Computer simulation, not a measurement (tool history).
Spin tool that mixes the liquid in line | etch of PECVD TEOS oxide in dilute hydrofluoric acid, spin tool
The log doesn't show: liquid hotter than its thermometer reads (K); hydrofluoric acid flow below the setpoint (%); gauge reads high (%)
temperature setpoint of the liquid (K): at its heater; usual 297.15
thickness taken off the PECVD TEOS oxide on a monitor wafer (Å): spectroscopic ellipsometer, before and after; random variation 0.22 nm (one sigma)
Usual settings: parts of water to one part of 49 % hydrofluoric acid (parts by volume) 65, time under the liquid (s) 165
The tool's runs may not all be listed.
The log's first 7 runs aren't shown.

run	hour	temperature setpoint of the liquid (K)	parts of water to one part of 49 % hydrofluoric acid (parts by volume)	time under the liquid (s)	wafers since the last listed run	hours since the thermometer was replaced	hours since the hydrofluoric acid flow meter was replaced	hours since the gauge calibration	read-back film thickness of the PECVD TEOS oxide reference wafer, read on the same gauge (nm)	thickness taken off the PECVD TEOS oxide on a monitor wafer (Å)
# hour 146: gauge calibrated
8	155.4	297.15	65	165	150	2700.4	560.1	9.4	70.02	250.3
9	168.2	297.15	65	165	101	2713.2	572.9	22.2	70	249.2
# hour 172.9: thermometer replaced
10	180.8	297.15	65	165	91	7.9	585.5	34.8	69.97	249.7
11	197.9	297.15	65	165	135	25	602.6	51.9	69.99	247.4
12	213.1	297.15	65	165	120	40.2	617.8	67.1	70.01	250.6
13	219.8	297.15	65	235	53	46.9	624.5	73.8	70.01	355.8
14	229.6	297.15	80	165	77	56.7	634.3	83.6	69.96	199.1
15	246.7	297.15	80	165	135	73.8	651.4	100.7	70	200.9
# hour 255.8: hydrofluoric acid flow meter replaced
16	260.5	297.15	65	165	101	87.6	4.7	114.5	70.01	249.9
17	269.5	297.15	35	135	71	96.6	13.7	123.5	70.01	390.7
18	276.9	298.65	40	125	58	104	21.1	130.9	70	334.7
19	291.6	292.65	55	80	116	118.7	35.8	145.6	70	119.2
20	308.1	297.15	50	165	130	135.2	52.3	162.1	69.99	329
21	320.9	292.15	45	205	101	148	65.1	174.9	70.03	371.7
22	331.6	298.65	65	165	84	158.7	75.8	185.6	69.98	265.8
23	348.1	297.15	65	165	130	175.2	92.3	202.1	69.98	247.3
24	365.2	300.65	35	240	135	192.3	109.4	219.2	70.02	806.9
25	376.5	299.65	65	165	89	203.6	120.7	230.5	70.01	275.9
26	383.2	297.15	90	165	53	210.3	127.4	237.2	70	173.4
27	393.5	294.15	90	220	81	220.6	137.7	247.5	69.99	205.8
28	404	297.15	90	95	83	231.1	148.2	258	70.03	101.8
29	419.3	297.15	35	165	121	246.4	163.5	273.3	70	484.2
30	434.6	293.65	65	165	121	261.7	178.8	288.6	70	217.6
31	447.1	300.15	65	105	99	274.2	191.3	301.1	70.01	179.4
32	453.2	297.15	65	165	48	280.3	197.4	307.2	70	249.3

5 ways to go on from here, each from the tool as it stands after run 32. What would each give?
A	453.7	297.15	85	165	3	280.8	197.9	307.7	?	?
B	453.7	295.65	65	165	3	280.8	197.9	307.7	?	?
C	453.7	299.15	75	125	3	280.8	197.9	307.7	?	?
D	453.7	301.65	55	165	3	280.8	197.9	307.7	?	?
E	453.7	295.65	85	75	3	280.8	197.9	307.7	?	?

run	read-back film thickness of the PECVD TEOS oxide reference wafer, read on the same gauge (nm)	thickness taken off the PECVD TEOS oxide on a monitor wafer (Å)
A	69.97	183.6
B	69.97	231.6
C	69.97	172.9
D	69.97	353.4
E	69.97	78.5
Without the tool's hidden state the same runs would have given:
run	thickness taken off the PECVD TEOS oxide on a monitor wafer (Å)
A	183.6
B	231.6
C	172.9
D	353.4
E	78.5

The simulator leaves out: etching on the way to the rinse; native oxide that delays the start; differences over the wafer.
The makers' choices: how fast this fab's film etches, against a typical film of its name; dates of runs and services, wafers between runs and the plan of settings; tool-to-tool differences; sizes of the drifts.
